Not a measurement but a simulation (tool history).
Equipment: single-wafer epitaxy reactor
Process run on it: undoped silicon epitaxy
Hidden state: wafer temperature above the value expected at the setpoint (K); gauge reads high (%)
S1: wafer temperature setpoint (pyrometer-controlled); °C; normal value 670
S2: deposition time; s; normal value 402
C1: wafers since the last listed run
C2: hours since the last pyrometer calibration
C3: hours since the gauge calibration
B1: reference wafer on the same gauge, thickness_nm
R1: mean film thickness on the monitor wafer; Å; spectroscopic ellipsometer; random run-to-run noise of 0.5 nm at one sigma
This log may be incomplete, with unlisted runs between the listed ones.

run	hour	S1	S2	C1	C2	C3	B1	R1
1	0	670	402	0	2570.4	325.5	98.091	1156.62
2	28.2	670	402	100	2598.6	353.7	97.954	1158.38
3	64.2	670	402	128	2634.6	389.7	97.937	1147.72
4	97.3	670	402	118	2667.7	422.8	97.981	1151.5
5	115.4	670	402	64	2685.8	440.9	97.965	1152.77
6	128.1	670	402	45	2698.5	453.6	97.975	1164.18
7	157.6	670	402	105	2728	483.1	98.096	1152.52
8	187.4	670	402	106	2757.8	512.9	98.103	1157.87
9	209.1	670	402	77	2779.5	534.6	97.992	1159.79
10	243.1	670	402	121	2813.5	568.6	98.127	1161.03
11	272.3	670	402	104	2842.7	597.8	97.989	1149.14
12	291.5	670	402	68	2861.9	617	98.114	1160.59
# hour 356: gauge calibrated
13	375.2	670	402	298	2945.6	19.2	97.884	1158.55
# hour 435.7: pyrometer calibrated
14	447.7	670	402	230	12	91.7	97.98	1064.22
15	469.7	670	402	78	34	113.7	98.024	1083.14
16	488	677	402	65	52.3	132	97.917	1212.52
17	523.2	679	366	125	87.5	167.2	98.132	1158.15
18	543.7	676	382	73	108	187.7	97.847	1149.84
19	585.2	656	436	148	149.5	229.2	97.916	912.35
20	606.4	666	359	75	170.7	250.4	98.074	904.46
21	641	681	379	123	205.3	285	97.969	1263.17
22	656.8	684	449	56	221.1	300.8	97.985	1560.07
23	690.1	670	402	118	254.4	334.1	98.031	1097.09
24	718.6	682	434	101	282.9	362.6	98.091	1471.75
25	740.3	684	474	77	304.6	384.3	98.051	1667.25
26	763.6	670	402	83	327.9	407.6	97.96	1106.42
27	783.5	683	460	71	347.8	427.5	98.019	1599.68
28	808.4	670	428	88	372.7	452.4	98.167	1174.42
29	867.7	679	458	211	432	511.7	98.035	1483.73
# hour 877.3: gauge calibrated
30	893.1	670	402	90	457.4	15.8	97.9	1115.76
31	912.6	670	402	69	476.9	35.3	97.999	1114.2

Selected run-to-run steps in R1, each split into two signed amounts: the part the tool would show with no hidden state at all (from settings, incoming material and random variation), and the remainder, which goes to the hidden state together with any gauge scatter not common to the measured and the hidden-state-free results:
Run 13 -> 14: pyrometer calibrated. R1 -94.33 Å: hidden state -84.88, all else -9.45.
Run 22 -> 23: S1 684 -> 670, S2 449 -> 402. R1 -462.98 Å: hidden state -7.62, all else -455.36.
Run 25 -> 26: S1 684 -> 670, S2 474 -> 402. R1 -560.83 Å: hidden state -14.17, all else -546.66.
Run 26 -> 27: S1 670 -> 683, S2 402 -> 460. R1 +493.26 Å: hidden state +16.86, all else +476.4.
Run 28 -> 29: S1 670 -> 679, S2 428 -> 458. R1 +309.31 Å: hidden state +15.5, all else +293.81.
